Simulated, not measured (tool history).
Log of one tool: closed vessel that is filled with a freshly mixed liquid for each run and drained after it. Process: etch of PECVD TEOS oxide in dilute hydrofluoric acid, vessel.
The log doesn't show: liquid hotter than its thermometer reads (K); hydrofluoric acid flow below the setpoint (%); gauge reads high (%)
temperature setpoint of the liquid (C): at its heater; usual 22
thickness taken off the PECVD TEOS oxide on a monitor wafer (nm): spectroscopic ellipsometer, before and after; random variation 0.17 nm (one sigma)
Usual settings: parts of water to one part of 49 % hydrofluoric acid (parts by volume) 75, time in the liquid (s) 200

run,day,temperature setpoint of the liquid (C),parts of water to one part of 49 % hydrofluoric acid (parts by volume),time in the liquid (s),wafers since the last listed run,hours since the thermometer was replaced,hours since the hydrofluoric acid flow meter was replaced,hours since the gauge calibration,"read-back film thickness of the PECVD TEOS oxide reference wafer, read on the same gauge (nm)",thickness taken off the PECVD TEOS oxide on a monitor wafer (nm)
1,0,25,75,200,0,273.5,792.1,481.4,59.98,34.12
2,0.804,25,75,200,1604,292.8,811.4,500.7,59.99,34.08
3,1.358,25,75,200,1105,306.1,824.7,514,60.02,34
4,2.662,22,95,200,2602,337.4,856,545.3,59.98,23.4
# day 2.967: gauge calibrated
5,3.95,22,95,200,2568,368.3,886.9,23.6,60.03,23.28
6,4.95,22,95,200,1995,392.3,910.9,47.6,59.97,23.41
7,5.925,22,75,200,1945,415.7,934.3,71,59.98,30.15
8,7.221,22,75,200,2585,446.8,965.4,102.1,60.02,30.55
9,8.658,22,75,200,2868,481.3,999.9,136.6,60.04,30.61
10,9.233,22,55,200,1147,495.1,1013.7,150.4,60.02,42.54
11,10.542,22,90,200,2610,526.5,1045.1,181.8,60.02,25.09
12,14.212,22,90,200,7324,614.6,1133.2,269.9,60.01,25.09
13,14.775,22,90,200,1122,628.1,1146.7,283.4,59.99,25.05
# day 14.888: hydrofluoric acid flow meter replaced
14,16,22,75,200,2361,657.5,26.7,312.8,60.02,31.68
15,16.621,22,75,160,1238,672.4,41.6,327.7,60.01,25.5
16,17.429,22,65,200,1612,691.8,61,347.1,60.03,37.6
17,18.158,20,75,135,1454,709.3,78.5,364.6,59.99,19.83

The next listed run, before its measurement:
18,19.308,22,75,200,2294,736.9,106.1,392.2,?,?

{"run 18": {"read-back film thickness of the PECVD TEOS oxide reference wafer, read on the same gauge (nm)": 60.02, "thickness taken off the PECVD TEOS oxide on a monitor wafer (nm)": 31.99}}
Without the tool's hidden state the same run would have given thickness taken off the PECVD TEOS oxide on a monitor wafer (nm) 30.62.
